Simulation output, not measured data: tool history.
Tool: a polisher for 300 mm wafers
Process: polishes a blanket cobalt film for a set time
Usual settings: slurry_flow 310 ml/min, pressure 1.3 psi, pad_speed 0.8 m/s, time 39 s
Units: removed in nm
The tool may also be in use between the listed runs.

run   hour  slurry_flow  pressure  pad_speed  time  incoming thickness of the incoming film, nm  removed
  1      0          310       1.3        0.8    47                                         1084    141.9
  2   10.1          310       1.3        0.8    47                                       1084.2    142.2
  3   22.3          310       1.6        0.8    39                                       1072.6    143.1
  4   34.2          265       1.3        0.8    39                                       1098.1    116.5
  5   49.4          310       1.1        0.8    39                                       1094.1     97.8
  6   67.1          310       1.1        0.8    39                                       1096.4     99.9
      81.3  -- worn pad replaced by a new one
  7   83.6          310       1.3        0.8    39                                       1090.7      118
  8  100.9          310       1.3        0.8    39                                       1094.7    116.1
  9  114.5          310       1.3        0.8    39                                       1081.6    118.4
 10  124.3          310       1.3        0.8    39                                         1081    116.3
 11  132.9          310       1.3        0.8    39                                       1075.7      118
 12  148.3          310       1.3        0.8    39                                         1072    116.3
 13  163.8          310       1.3        0.8    39                                       1080.3    117.2
 14  177.6          245       1.3        0.8    39                                       1105.4    113.6
 15  185.7          310       1.3        0.8    39                                       1095.7    117.1
     200.3  -- worn pad replaced by a new one
 16  200.7          405       1.3        0.8    39                                       1091.8    119.6
 17  211.7          405       1.3        0.8    31                                       1088.6     96.1
 18    220          385       1.1        0.8    39                                       1077.4     99.8
 19  229.3          245       1.3        0.6    26                                       1081.3     61.1
 20  241.7          310       1.6       0.96    39                                       1090.7    163.5
 21  252.7          310       1.3        0.8    39                                       1088.1    119.4
       268  -- slurry nozzle cleaned
     277.1  -- head pressure recalibrated
 22  289.9          310       1.3        0.8    39                                       1106.6    114.9
     297.7  -- worn pad replaced by a new one
 23  304.8          310       1.3        0.8    39                                       1090.3    117.9
 24  315.8          310       1.3        0.8    39                                       1088.7    118.3
 25  329.2          215       0.9        0.8    51                                       1095.2    101.3
 26  343.9          215       1.8        0.8    39                                       1100.6    157.3
 27  380.2          310         1        0.8    50                                       1083.1    115.1

5 ways to go on from here, each from the tool as it stands after run 27. What would each give?
  A  380.6          310       1.3        0.8    39                                       1095.2        ?
  B  380.6          310       1.1        0.8    28                                       1095.2        ?
  C  380.6          390       1.3        0.8    39                                       1095.2        ?
  D  380.6          370       1.3       0.68    32                                       1095.2        ?
  E  380.6          310       1.3       0.68    39                                       1095.2        ?

run  removed
  A    117.8
  B     71.6
  C    119.9
  D     86.7
  E    104.2
Without the tool's hidden state the same runs would have given:
run  removed
  A    117.8
  B     71.6
  C    119.9
  D     86.7
  E    104.2
